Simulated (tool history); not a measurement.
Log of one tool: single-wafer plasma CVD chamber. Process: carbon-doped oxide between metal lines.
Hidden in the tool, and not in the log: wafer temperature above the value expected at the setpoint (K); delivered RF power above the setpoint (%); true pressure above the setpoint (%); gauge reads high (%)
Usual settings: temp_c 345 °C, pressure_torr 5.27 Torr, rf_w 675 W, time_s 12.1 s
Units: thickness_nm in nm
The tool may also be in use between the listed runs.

| run | day | temp_c | pressure_torr | rf_w | time_s | wafers since the last listed run | hours since the last thermocouple change | hours since the last RF generator calibration | hours since the last manometer calibration | hours since the showerhead was replaced | hours since the gauge calibration | read-back reference wafer on the same gauge, thickness_nm | thickness_nm |
|---|---|---|---|---|---|---|---|---|---|---|---|---|---|
| 1 | 0.000 | 345 | 5.27 | 675 | 12.1 | 0 | 1608.3 | 196.5 | 338.8 | 4157.1 | 249.4 | 69.215 | 77.250 |
| 2 | 2.483 | 345 | 5.27 | 675 | 12.1 | 1176 | 1667.9 | 256.1 | 398.4 | 4216.7 | 309.0 | 69.192 | 77.261 |
| 3 | 4.850 | 345 | 5.27 | 675 | 12.1 | 1121 | 1724.7 | 312.9 | 455.2 | 4273.5 | 365.8 | 69.286 | 77.603 |
| 4 | 6.683 | 345 | 5.27 | 675 | 12.1 | 868 | 1768.7 | 356.9 | 499.2 | 4317.5 | 409.8 | 69.193 | 77.638 |
| 5 | 8.558 | 345 | 5.27 | 675 | 12.1 | 888 | 1813.7 | 401.9 | 544.2 | 4362.5 | 454.8 | 69.167 | 77.326 |
| 6 | 10.775 | 345 | 5.27 | 675 | 12.1 | 1050 | 1866.9 | 455.1 | 597.4 | 4415.7 | 508.0 | 69.261 | 77.193 |
| 7 | 12.058 | 345 | 5.27 | 675 | 12.1 | 608 | 1897.7 | 485.9 | 628.2 | 4446.5 | 538.8 | 69.190 | 77.331 |
| 8 | 13.467 | 345 | 5.27 | 675 | 12.1 | 667 | 1931.5 | 519.7 | 662.0 | 4480.3 | 572.6 | 69.199 | 76.667 |
| 9 | 14.783 | 345 | 5.27 | 675 | 12.1 | 623 | 1963.1 | 551.3 | 693.6 | 4511.9 | 604.2 | 69.226 | 76.769 |
| 10 | 16.992 | 345 | 5.27 | 675 | 12.1 | 1046 | 2016.1 | 604.3 | 746.6 | 4564.9 | 657.2 | 69.234 | 76.820 |
|  | 18.312 | gauge calibrated |
| 11 | 18.367 | 345 | 5.27 | 675 | 12.1 | 651 | 2049.1 | 637.3 | 779.6 | 4597.9 | 1.3 | 69.136 | 76.983 |
| 12 | 20.596 | 345 | 5.27 | 675 | 12.1 | 1056 | 2102.6 | 690.8 | 833.1 | 4651.4 | 54.8 | 69.236 | 76.805 |
| 13 | 22.767 | 345 | 5.27 | 675 | 12.1 | 1028 | 2154.7 | 742.9 | 885.2 | 4703.5 | 106.9 | 69.121 | 76.813 |
| 14 | 23.821 | 345 | 6.52 | 675 | 12.1 | 499 | 2180.0 | 768.2 | 910.5 | 4728.8 | 132.2 | 69.158 | 78.470 |
| 15 | 25.875 | 345 | 5.27 | 675 | 12.1 | 973 | 2229.3 | 817.5 | 959.8 | 4778.1 | 181.5 | 69.311 | 76.558 |
|  | 26.450 | showerhead replaced |
| 16 | 27.667 | 345 | 5.27 | 620 | 10.0 | 690 | 2272.3 | 860.5 | 1002.8 | 29.2 | 224.5 | 69.230 | 61.553 |
| 17 | 29.875 | 345 | 5.27 | 675 | 12.1 | 1046 | 2325.3 | 913.5 | 1055.8 | 82.2 | 277.5 | 69.223 | 76.127 |
| 18 | 31.079 | 359 | 5.84 | 745 | 10.3 | 570 | 2354.2 | 942.4 | 1084.7 | 111.1 | 306.4 | 69.258 | 65.678 |
|  | 32.912 | capacitance manometer re-zeroed and calibrated |
| 19 | 32.933 | 345 | 5.76 | 675 | 12.1 | 720 | 2398.7 | 986.9 | 0.5 | 155.6 | 350.9 | 69.193 | 77.398 |
| 20 | 33.746 | 334 | 4.81 | 615 | 12.8 | 384 | 2418.2 | 1006.4 | 20.0 | 175.1 | 370.4 | 69.137 | 79.514 |
|  | 35.471 | thermocouple changed; heater temperature recalibrated |
| 21 | 35.858 | 345 | 5.27 | 675 | 12.1 | 842 | 9.3 | 1057.1 | 70.7 | 225.8 | 421.1 | 69.214 | 76.288 |
| 22 | 38.804 | 345 | 5.27 | 675 | 12.1 | 1395 | 80.0 | 1127.8 | 141.4 | 296.5 | 491.8 | 69.145 | 76.213 |
|  | 39.358 | RF generator calibrated |
| 23 | 41.408 | 331 | 5.27 | 590 | 12.1 | 1075 | 142.5 | 49.2 | 203.9 | 359.0 | 554.3 | 69.171 | 77.488 |
|  | 42.696 | gauge calibrated |
| 24 | 43.342 | 352 | 5.70 | 720 | 13.0 | 915 | 188.9 | 95.6 | 250.3 | 405.4 | 15.5 | 69.184 | 84.584 |
| 25 | 45.158 | 336 | 5.27 | 740 | 12.1 | 860 | 232.5 | 139.2 | 293.9 | 449.0 | 59.1 | 69.196 | 81.917 |
| 26 | 46.721 | 345 | 5.27 | 675 | 12.1 | 740 | 270.0 | 176.7 | 331.4 | 486.5 | 96.6 | 69.187 | 77.376 |
| 27 | 49.700 | 345 | 4.31 | 760 | 10.3 | 1411 | 341.5 | 248.2 | 402.9 | 558.0 | 168.1 | 69.144 | 66.587 |

3 ways to go on from here, each from the tool as it stands after run 27. What would each give?
| A | 49.717 | 345 | 5.27 | 675 | 12.1 | 7 | 341.9 | 248.6 | 403.3 | 558.4 | 168.5 | ? | ? |
| B | 49.717 | 350 | 5.27 | 675 | 10.1 | 7 | 341.9 | 248.6 | 403.3 | 558.4 | 168.5 | ? | ? |
| C | 49.717 | 338 | 4.03 | 605 | 12.9 | 7 | 341.9 | 248.6 | 403.3 | 558.4 | 168.5 | ? | ? |

| run | read-back reference wafer on the same gauge, thickness_nm | thickness_nm |
|---|---|---|
| A | 69.182 | 77.422 |
| B | 69.182 | 63.917 |
| C | 69.182 | 77.789 |
Without the tool's hidden state the same runs would have given:
| run | thickness_nm |
|---|---|
| A | 77.703 |
| B | 64.150 |
| C | 78.037 |
